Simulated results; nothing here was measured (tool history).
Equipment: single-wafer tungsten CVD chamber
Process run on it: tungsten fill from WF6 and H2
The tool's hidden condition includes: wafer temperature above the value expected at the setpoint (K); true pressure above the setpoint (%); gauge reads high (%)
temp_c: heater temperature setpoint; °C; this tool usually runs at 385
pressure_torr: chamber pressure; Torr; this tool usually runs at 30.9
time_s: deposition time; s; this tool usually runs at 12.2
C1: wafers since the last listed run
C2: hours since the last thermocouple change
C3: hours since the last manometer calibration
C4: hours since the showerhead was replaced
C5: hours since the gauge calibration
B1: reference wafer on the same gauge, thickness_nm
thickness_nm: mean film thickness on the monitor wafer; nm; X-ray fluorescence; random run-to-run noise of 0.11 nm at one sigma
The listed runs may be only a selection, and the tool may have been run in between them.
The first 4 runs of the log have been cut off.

run 5 hour=106.0 | temp_c=385 pressure_torr=30.9 time_s=12.2 | C1=1633 C2=1714.6 C3=2802.7 C4=3484.3 C5=595.4 | B1=24.615 | thickness_nm=26.562
run 6 hour=135.7 | temp_c=385 pressure_torr=30.9 time_s=12.2 | C1=1406 C2=1744.3 C3=2832.4 C4=3514.0 C5=625.1 | B1=24.611 | thickness_nm=26.811
run 7 hour=161.4 | temp_c=385 pressure_torr=36.7 time_s=12.2 | C1=1216 C2=1770.0 C3=2858.1 C4=3539.7 C5=650.8 | B1=24.569 | thickness_nm=29.524
run 8 hour=197.0 | temp_c=385 pressure_torr=36.7 time_s=12.2 | C1=1685 C2=1805.6 C3=2893.7 C4=3575.3 C5=686.4 | B1=24.613 | thickness_nm=29.387
-- hour=225.9 capacitance manometer re-zeroed and calibrated
run 9 hour=226.4 | temp_c=385 pressure_torr=30.9 time_s=12.2 | C1=1013 C2=1835.0 C3=0.5 C4=3604.7 C5=715.8 | B1=24.613 | thickness_nm=25.390
run 10 hour=236.3 | temp_c=385 pressure_torr=30.9 time_s=12.2 | C1=468 C2=1844.9 C3=10.4 C4=3614.6 C5=725.7 | B1=24.614 | thickness_nm=25.201
run 11 hour=271.9 | temp_c=385 pressure_torr=26.7 time_s=12.2 | C1=1685 C2=1880.5 C3=46.0 C4=3650.2 C5=761.3 | B1=24.599 | thickness_nm=22.993
-- hour=320.0 thermocouple changed; heater temperature recalibrated
run 12 hour=351.6 | temp_c=394 pressure_torr=37.2 time_s=10.1 | C1=3394 C2=31.6 C3=125.7 C4=3729.9 C5=841.0 | B1=24.629 | thickness_nm=28.540
run 13 hour=366.6 | temp_c=375 pressure_torr=37.2 time_s=14.2 | C1=710 C2=46.6 C3=140.7 C4=3744.9 C5=856.0 | B1=24.597 | thickness_nm=26.059
run 14 hour=391.4 | temp_c=400 pressure_torr=30.9 time_s=12.2 | C1=1174 C2=71.4 C3=165.5 C4=3769.7 C5=880.8 | B1=24.579 | thickness_nm=34.953
run 15 hour=418.8 | temp_c=385 pressure_torr=25.9 time_s=13.1 | C1=1297 C2=98.8 C3=192.9 C4=3797.1 C5=908.2 | B1=24.603 | thickness_nm=24.262
-- hour=445.3 showerhead replaced
run 16 hour=445.8 | temp_c=385 pressure_torr=30.9 time_s=10.3 | C1=899 C2=125.8 C3=219.9 C4=0.5 C5=935.2 | B1=24.583 | thickness_nm=21.286
run 17 hour=465.0 | temp_c=385 pressure_torr=35.0 time_s=12.2 | C1=909 C2=145.0 C3=239.1 C4=19.7 C5=954.4 | B1=24.579 | thickness_nm=27.069
run 18 hour=484.6 | temp_c=385 pressure_torr=30.9 time_s=12.2 | C1=928 C2=164.6 C3=258.7 C4=39.3 C5=974.0 | B1=24.617 | thickness_nm=25.377
run 19 hour=499.2 | temp_c=385 pressure_torr=30.9 time_s=12.2 | C1=691 C2=179.2 C3=273.3 C4=53.9 C5=988.6 | B1=24.598 | thickness_nm=25.275
run 20 hour=513.1 | temp_c=385 pressure_torr=28.7 time_s=12.2 | C1=658 C2=193.1 C3=287.2 C4=67.8 C5=1002.5 | B1=24.610 | thickness_nm=24.219
-- hour=524.8 gauge calibrated
run 21 hour=531.1 | temp_c=385 pressure_torr=25.2 time_s=12.2 | C1=852 C2=211.1 C3=305.2 C4=85.8 C5=6.3 | B1=24.620 | thickness_nm=22.034
run 22 hour=544.7 | temp_c=385 pressure_torr=30.9 time_s=12.2 | C1=643 C2=224.7 C3=318.8 C4=99.4 C5=19.9 | B1=24.608 | thickness_nm=25.215
run 23 hour=560.0 | temp_c=379 pressure_torr=38.6 time_s=10.3 | C1=724 C2=240.0 C3=334.1 C4=114.7 C5=35.2 | B1=24.594 | thickness_nm=21.146

Run 24 is up next; what results do you expect?
run 24 hour=606.0 | temp_c=385 pressure_torr=30.9 time_s=12.2 | C1=2178 C2=286.0 C3=380.1 C4=160.7 C5=81.2 | B1=? | thickness_nm=?

Run 24 yielded B1 24.608, thickness_nm 25.255 nm.
The same run, on a tool lacking any hidden state, would have yielded thickness_nm 25.201 nm.
